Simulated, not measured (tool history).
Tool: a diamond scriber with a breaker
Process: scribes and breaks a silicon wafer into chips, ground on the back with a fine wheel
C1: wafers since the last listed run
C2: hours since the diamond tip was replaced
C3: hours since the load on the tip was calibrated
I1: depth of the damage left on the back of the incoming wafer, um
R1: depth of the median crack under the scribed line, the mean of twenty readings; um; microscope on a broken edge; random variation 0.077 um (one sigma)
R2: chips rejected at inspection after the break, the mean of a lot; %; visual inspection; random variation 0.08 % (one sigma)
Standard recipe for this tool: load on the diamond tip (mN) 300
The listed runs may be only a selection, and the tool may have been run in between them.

Run 1, hour 0.0: usual settings but load on the diamond tip (mN) 333; C1 0; C2 1018.5; C3 595.2; I1 2.06. Result: R1 10.48 um, R2 1.25 %.
Run 2, hour 14.0: usual settings; C1 40; C2 1032.5; C3 609.2; I1 2.78. Result: R1 9.54 um, R2 3.94 %.
Run 3, hour 23.5: usual settings; C1 27; C2 1042.0; C3 618.7; I1 1.90. Result: R1 9.50 um, R2 2.39 %.
Run 4, hour 38.0: usual settings; C1 42; C2 1056.5; C3 633.2; I1 2.12. Result: R1 9.57 um, R2 2.86 %.
Run 5, hour 54.9: usual settings but load on the diamond tip (mN) 276; C1 48; C2 1073.4; C3 650.1; I1 2.62. Result: R1 8.88 um, R2 5.81 %.
At hour 58.6: load on the tip recalibrated.
Run 6, hour 69.1: usual settings; C1 35; C2 1087.6; C3 10.5; I1 1.62. Result: R1 10.65 um, R2 0.76 %.
At hour 80.7: diamond tip replaced by a new one.
Run 7, hour 81.5: usual settings; C1 30; C2 0.8; C3 22.9; I1 2.12. Result: R1 10.54 um, R2 1.27 %.
Run 8, hour 91.1: usual settings; C1 27; C2 10.4; C3 32.5; I1 2.78. Result: R1 10.61 um, R2 2.36 %.
Run 9, hour 107.3: usual settings but load on the diamond tip (mN) 269; C1 46; C2 26.6; C3 48.7; I1 2.59. Result: R1 9.74 um, R2 3.16 %.
Run 10, hour 122.7: usual settings but load on the diamond tip (mN) 376; C1 44; C2 42.0; C3 64.1; I1 2.38. Result: R1 12.42 um, R2 3.52 %.
Run 11, hour 129.4: usual settings but load on the diamond tip (mN) 232; C1 19; C2 48.7; C3 70.8; I1 2.60. Result: R1 8.63 um, R2 6.79 %.
Run 12, hour 143.1: usual settings but load on the diamond tip (mN) 234; C1 39; C2 62.4; C3 84.5; I1 2.51. Result: R1 8.74 um, R2 6.43 %.
Run 13, hour 155.6: usual settings but load on the diamond tip (mN) 269; C1 36; C2 74.9; C3 97.0; I1 1.82. Result: R1 9.54 um, R2 1.78 %.
Run 14, hour 172.1: usual settings but load on the diamond tip (mN) 327; C1 47; C2 91.4; C3 113.5; I1 2.41. Result: R1 11.13 um, R2 1.68 %.

What if the next run were any one of these 5? Each begins from the tool's condition after run 14:
Run A, hour 172.7: usual settings; C1 1; C2 92.0; C3 114.1; I1 2.72. Result: R1 ?, R2 ?.
Run B, hour 172.7: usual settings but load on the diamond tip (mN) 247; C1 1; C2 92.0; C3 114.1; I1 2.72. Result: R1 ?, R2 ?.
Run C, hour 172.7: usual settings but load on the diamond tip (mN) 354; C1 1; C2 92.0; C3 114.1; I1 2.72. Result: R1 ?, R2 ?.
Run D, hour 172.7: usual settings but load on the diamond tip (mN) 374; C1 1; C2 92.0; C3 114.1; I1 2.72. Result: R1 ?, R2 ?.
Run E, hour 172.7: usual settings but load on the diamond tip (mN) 364; C1 1; C2 92.0; C3 114.1; I1 2.72. Result: R1 ?, R2 ?.

run     R1    R2
  A  10.47  2.20
  B   9.07  5.54
  C  11.81  2.49
  D  12.28  3.19
  E  12.05  2.81
Had the tool no hidden state, the same runs would have come out as:
run     R1    R2
  A  10.72  2.03
  B   9.29  4.73
  C  12.08  2.87
  D  12.57  3.74
  E  12.33  3.27
